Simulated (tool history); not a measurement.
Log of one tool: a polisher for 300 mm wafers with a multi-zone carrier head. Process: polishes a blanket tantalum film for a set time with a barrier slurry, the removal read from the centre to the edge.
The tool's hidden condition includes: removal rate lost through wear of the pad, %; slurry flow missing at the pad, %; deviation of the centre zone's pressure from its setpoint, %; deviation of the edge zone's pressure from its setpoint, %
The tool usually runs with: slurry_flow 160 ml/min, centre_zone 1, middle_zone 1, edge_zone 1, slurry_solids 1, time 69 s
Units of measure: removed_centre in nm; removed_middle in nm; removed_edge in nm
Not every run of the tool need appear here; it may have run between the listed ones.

run,day,slurry_flow,centre_zone,middle_zone,edge_zone,slurry_solids,time,wafers since the last listed run,wafers polished on this pad,hours since the slurry nozzle was cleaned,hours since the centre zone pressure was calibrated,hours since the edge zone pressure was calibrated,hours since the carrier head's membrane was replaced,"incoming thickness of the incoming film, nm",removed_centre,removed_middle,removed_edge
1,0,160,1,1,0.89,1,69,0,2035,586.1,864.4,114.4,909.4,468.6,126.6,124.9,121.2
# day 0.338: worn pad replaced by a new one
2,1.425,160,1,1,1,1,69,346,299,620.3,898.6,148.6,943.6,470,135.8,134.3,133.8
3,2.438,160,1,1,1,1,69,279,579,644.6,922.9,172.9,967.9,470.7,133.3,133.7,131
4,3.838,160,1,1,1,1,69,385,964,678.2,956.5,206.5,1001.5,468.3,131.2,131.1,128
5,4.738,160,1,1,1,1,69,248,1213,699.8,978.1,228.1,1023.1,469.4,128.2,131.4,128.6
# day 4.975: centre zone pressure recalibrated
6,5.433,200,1,0.92,1,1,69,168,1381,716.5,11,244.8,1039.8,470.6,133.5,125.3,130.2
# day 5.812: carrier head's membrane replaced by a new one
7,6.154,160,1,1.03,1,1.1,69,141,1523,733.8,28.3,262.1,8.2,472,131.7,133.9,131.3
8,7.088,160,1,0.92,1,1,57,257,1780,756.2,50.7,284.5,30.6,468.2,107,99.8,105.7
9,8.142,160,0.93,1,1,1,69,290,2071,781.5,76,309.8,55.9,471.1,119.1,126.6,126
# day 8.617: worn pad replaced by a new one
10,9.229,160,1,0.91,1,1,92,253,168,807.6,102.1,335.9,82,475.7,178.9,165,175.8
11,13.258,160,1,1,1,1.3,69,1110,1279,904.3,198.8,432.6,178.7,474.1,133.7,132.2,135.4
# day 14.308: slurry nozzle cleaned
12,14.588,160,1,1,1,1,77,354,1634,6.7,230.7,464.5,210.6,470.8,140.7,142.1,143.4
13,15.421,160,1,1,1,1,69,229,1864,26.7,250.7,484.5,230.6,472.6,125.8,128.4,125
14,16.912,160,1,1,0.91,1,62,411,2275,62.5,286.5,520.3,266.4,459.9,115.2,113.7,108.3
# day 17.433: worn pad replaced by a new one
15,17.454,160,0.93,1,1,1.15,69,103,5,75.5,299.5,533.3,279.4,479,132.4,139.6,139.1
16,18.667,160,1,0.92,1,0.8,76,334,340,104.6,328.6,562.4,308.5,473.1,139.8,127.8,137.6
17,19.771,195,1,1,1,1,69,304,644,131.1,355.1,588.9,335,473.3,134.1,136.1,131.4
18,20.612,160,1,1,1,1,69,232,876,151.3,375.3,609.1,355.2,468,127.6,127.7,129.1
19,22.054,160,1,0.89,1,1,69,397,1274,185.9,409.9,643.7,389.8,466,128.2,115,127.9
20,23.092,160,1,1,1,1,69,286,1560,210.8,434.8,668.6,414.7,465.2,127,126,127
21,24.5,160,1,1,1,1,69,388,1948,244.6,468.6,702.4,448.5,470.6,124.2,125.6,125.5

Take each entry between the runs: how does the hidden state at the last listed run before it differ from the hidden state at the first listed run after it?
From run 1 to run 2: worn pad replaced by a new one (day 0.338)
  removal rate lost through wear of the pad, %: 8.84 -> 2.7
  what was measured, less what the result would be without the hidden state, removed_centre: -12.2 -> -3.8 nm; removed_middle: -12.1 -> -3.7 nm; removed_edge: -11.7 -> -3.7 nm
From run 5 to run 6: centre zone pressure recalibrated (day 4.975)
  removal rate lost through wear of the pad, %: 6.67 -> 7.06
  what was measured, less what the result would be without the hidden state, removed_centre: -9.2 -> -10.1 nm; removed_middle: -9.4 -> -9.5 nm; removed_edge: -9.2 -> -9.9 nm
From run 6 to run 7: carrier head's membrane replaced by a new one (day 5.812)
  removal rate lost through wear of the pad, %: 7.06 -> 7.38
  what was measured, less what the result would be without the hidden state, removed_centre: -10.1 -> -10.5 nm; removed_middle: -9.5 -> -10.7 nm; removed_edge: -9.9 -> -10.4 nm
From run 9 to run 10: worn pad replaced by a new one (day 8.617)
  removal rate lost through wear of the pad, %: 7.95 -> 2.71
  what was measured, less what the result would be without the hidden state, removed_centre: -10.3 -> -4.9 nm; removed_middle: -10.9 -> -4.5 nm; removed_edge: -10.9 -> -4.9 nm
From run 11 to run 12: slurry nozzle cleaned (day 14.308)
  removal rate lost through wear of the pad, %: 7.87 -> 8.5
  what was measured, less what the result would be without the hidden state, removed_centre: -11.4 -> -13.1 nm; removed_middle: -11.3 -> -13.2 nm; removed_edge: -11.6 -> -13.3 nm
From run 14 to run 15: worn pad replaced by a new one (day 17.433)
  removal rate lost through wear of the pad, %: 9.09 -> 1.44
  what was measured, less what the result would be without the hidden state, removed_centre: -11.6 -> -1.9 nm; removed_middle: -11.4 -> -2.1 nm; removed_edge: -10.8 -> -2 nm

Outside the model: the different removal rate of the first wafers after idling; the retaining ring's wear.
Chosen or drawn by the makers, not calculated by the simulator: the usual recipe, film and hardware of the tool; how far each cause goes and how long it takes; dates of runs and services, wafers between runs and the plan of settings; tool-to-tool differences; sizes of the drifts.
